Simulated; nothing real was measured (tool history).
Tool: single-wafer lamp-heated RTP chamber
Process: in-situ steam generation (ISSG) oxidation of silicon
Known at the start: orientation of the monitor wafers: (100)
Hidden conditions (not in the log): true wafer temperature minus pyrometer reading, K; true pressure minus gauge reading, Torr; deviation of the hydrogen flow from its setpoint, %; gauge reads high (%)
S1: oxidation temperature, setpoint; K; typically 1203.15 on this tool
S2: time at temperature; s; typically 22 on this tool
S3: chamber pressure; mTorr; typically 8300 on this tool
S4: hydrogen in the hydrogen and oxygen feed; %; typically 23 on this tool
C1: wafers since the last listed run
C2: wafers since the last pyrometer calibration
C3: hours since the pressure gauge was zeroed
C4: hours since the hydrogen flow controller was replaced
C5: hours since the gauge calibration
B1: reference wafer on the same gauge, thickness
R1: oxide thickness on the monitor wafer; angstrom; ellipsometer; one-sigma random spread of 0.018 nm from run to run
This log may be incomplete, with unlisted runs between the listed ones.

run    hour       S1  S2    S3  S4   C1    C2      C3      C4      C5     B1     R1
  1       0  1203.15  22  8300  23    0   658  2333.3  2921.6  1065.7  3.863  43.27
  2    42.4  1203.15  22  8300  23  510  1169  2375.7    2964  1108.1  3.864  43.13
  3      91  1203.15  22  8300  18  584  1753  2424.3  3012.6  1156.7  3.861  40.87
  4     134  1203.15  22  8300  18  517  2271  2467.3  3055.6  1199.7  3.859  40.74
  5   179.1  1203.15  22  8300  23  542  2814  2512.4  3100.7  1244.8  3.859  43.59
  6   237.4  1203.15  22  8300  23  701  3515  2570.7    3159  1303.1  3.865  43.86
  7   281.9  1203.15  22  8300  23  535  4051  2615.2  3203.5  1347.6  3.858  43.36
  8   320.7  1212.15  22  8300  23  466  4517    2654  3242.3  1386.4  3.858  44.96
      347.7  -- pyrometer window cleaned and pyrometer calibrated
  9   358.7  1212.15  22  8300  23  361   132    2692  3280.3  1424.4  3.857  45.44
 10     423  1212.15  22  8300  23  773   906  2756.3  3344.6  1488.7  3.857  45.43
 11   488.1  1203.15  22  8300  23  783  1689  2821.4  3409.7  1553.8  3.857  43.93
 12   551.3  1203.15  22  8300  23  760  2449  2884.6  3472.9    1617  3.867  44.45
      594.8  -- hydrogen flow controller replaced
 13   610.7  1203.15  22  8300  23  618  3068    2944    15.9  1676.4   3.86  44.67
 14   658.4  1223.15  26  9500  23  574  3642  2991.7    63.6  1724.1  3.856   50.3
 15   718.7  1203.15  22  9200  19  725  4368    3052   123.9  1784.4  3.861  42.51
      740.9  -- pyrometer window cleaned and pyrometer calibrated, repeated, since the last time left the tool worse
      754.9  -- gauge calibrated
 16   769.9  1209.15  19  8300  23  519   348  3103.2   175.1      15  3.863  41.58
 17   839.3  1193.15  22  9100  23  835  1183  3172.6   244.5    84.4  3.855  41.64
 18     885  1209.15  22  9200  28  549  1733  3218.3   290.2   130.1  3.857  45.73
        940  -- pressure gauge zeroed
 19   944.8  1203.15  22  8300  32  623  2356     4.8     350   189.9   3.85  47.32
 20   992.5  1212.15  14  8300  23  574  2930    52.5   397.7   237.6   3.86  37.68
 21  1017.1  1221.15  18  9800  23  296  3226    77.1   422.3   262.2  3.856  41.68
 22  1042.1  1209.15  28  7700  26  300  3527   102.1   447.3   287.2  3.862  50.65
     1099.6  -- pyrometer window cleaned and pyrometer calibrated
 23  1110.2  1203.15  22  8300  23  723   127   170.2   515.4   355.3  3.861  43.04
 24  1147.7  1203.15  22  8300  13  451   578   207.7   552.9   392.8  3.862  38.17
 25  1214.2  1203.15  22  8300  30  800  1379   274.2   619.4   459.3  3.856  46.21
 26  1252.7  1187.15  26  8300  18  463  1842   312.7   657.9   497.8  3.859  42.11
 27  1297.8  1203.15  22  8300  23  542  2385   357.8     703   542.9  3.869  43.59
 28  1359.8  1203.15  22  8300  23  746  3131   419.8     765   604.9  3.861   43.7
 29  1430.7  1190.15  18  8300  18  853  3984   490.7   835.9   675.8  3.866  36.89
       1493  -- pyrometer window cleaned and pyrometer calibrated
 30  1495.6  1211.15  22  8300  23  684    31   555.6   900.8   740.7  3.858  43.69

Forecast each of these 5 alternatives for the next run:
  A  1496.1  1203.15  22  8300  23   6  37  556.1  901.3  741.2   ?   ?
  B  1496.1  1203.15  15  8300  23   6  37  556.1  901.3  741.2   ?   ?
  C  1496.1  1203.15  22  7700  28   6  37  556.1  901.3  741.2   ?   ?
  D  1496.1  1221.15  22  8800  20   6  37  556.1  901.3  741.2   ?   ?
  E  1496.1  1203.15  22  8300  20   6  37  556.1  901.3  741.2   ?   ?

run     B1     R1
  A  3.868  43.16
  B  3.868  37.39
  C  3.868   45.4
  D  3.868  43.91
  E  3.868  41.82
With no hidden state in the tool, these same runs would have given:
run     R1
  A  43.14
  B  37.38
  C  45.38
  D  43.89
  E   41.8

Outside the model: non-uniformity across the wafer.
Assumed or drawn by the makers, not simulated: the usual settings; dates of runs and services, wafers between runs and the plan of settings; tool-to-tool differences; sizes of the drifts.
